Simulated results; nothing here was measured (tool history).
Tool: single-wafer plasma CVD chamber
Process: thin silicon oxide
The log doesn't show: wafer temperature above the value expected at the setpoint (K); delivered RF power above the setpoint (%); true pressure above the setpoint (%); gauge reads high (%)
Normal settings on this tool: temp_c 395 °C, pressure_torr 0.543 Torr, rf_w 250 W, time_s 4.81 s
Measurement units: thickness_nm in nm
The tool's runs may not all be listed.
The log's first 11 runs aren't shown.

run	hour	temp_c	pressure_torr	rf_w	time_s	wafers since the last listed run	hours since the last thermocouple change	hours since the last RF generator calibration	hours since the last manometer calibration	hours since the showerhead was replaced	hours since the gauge calibration	read-back reference wafer on the same gauge, thickness_nm	thickness_nm
12	854.3	395	0.432	250	4.81	3145	2093.5	1236.9	279	1044.4	1937.9	5.846	4.5
13	942.7	395	0.512	250	4.61	2650	2181.9	1325.3	367.4	1132.8	2026.3	5.855	5.107
# hour 956.9: RF generator calibrated
# hour 982.4: thermocouple changed; heater temperature recalibrated
14	989.7	395	0.543	250	4.81	929	7.3	32.8	414.4	1179.8	2073.3	5.854	5.746
15	1065.1	395	0.543	250	4.81	2261	82.7	108.2	489.8	1255.2	2148.7	5.854	5.714
16	1152.5	405	0.543	250	5.57	2620	170.1	195.6	577.2	1342.6	2236.1	5.85	6.554
# hour 1181.1: gauge calibrated
17	1236.6	386	0.581	230	5.65	2521	254.2	279.7	661.3	1426.7	55.5	5.851	6.852
18	1294.4	390	0.543	205	4.81	1733	312	337.5	719.1	1484.5	113.3	5.852	5.004
19	1386.6	395	0.41	265	5.44	2764	404.2	429.7	811.3	1576.7	205.5	5.85	4.969
20	1456.6	408	0.449	250	4.81	2099	474.2	499.7	881.3	1646.7	275.5	5.847	4.641
21	1554.9	395	0.543	250	4.57	2947	572.5	598	979.6	1745	373.8	5.85	5.367

Forecast run 22:
22	1661.9	395	0.509	295	3.87	3208	679.5	705	1086.6	1852	480.8	?	?

{"run 22": {"read-back reference wafer on the same gauge, thickness_nm": 5.85, "thickness_nm": 4.679}}
Had the tool carried no hidden state, the very same run would have given thickness_nm 4.83 nm.
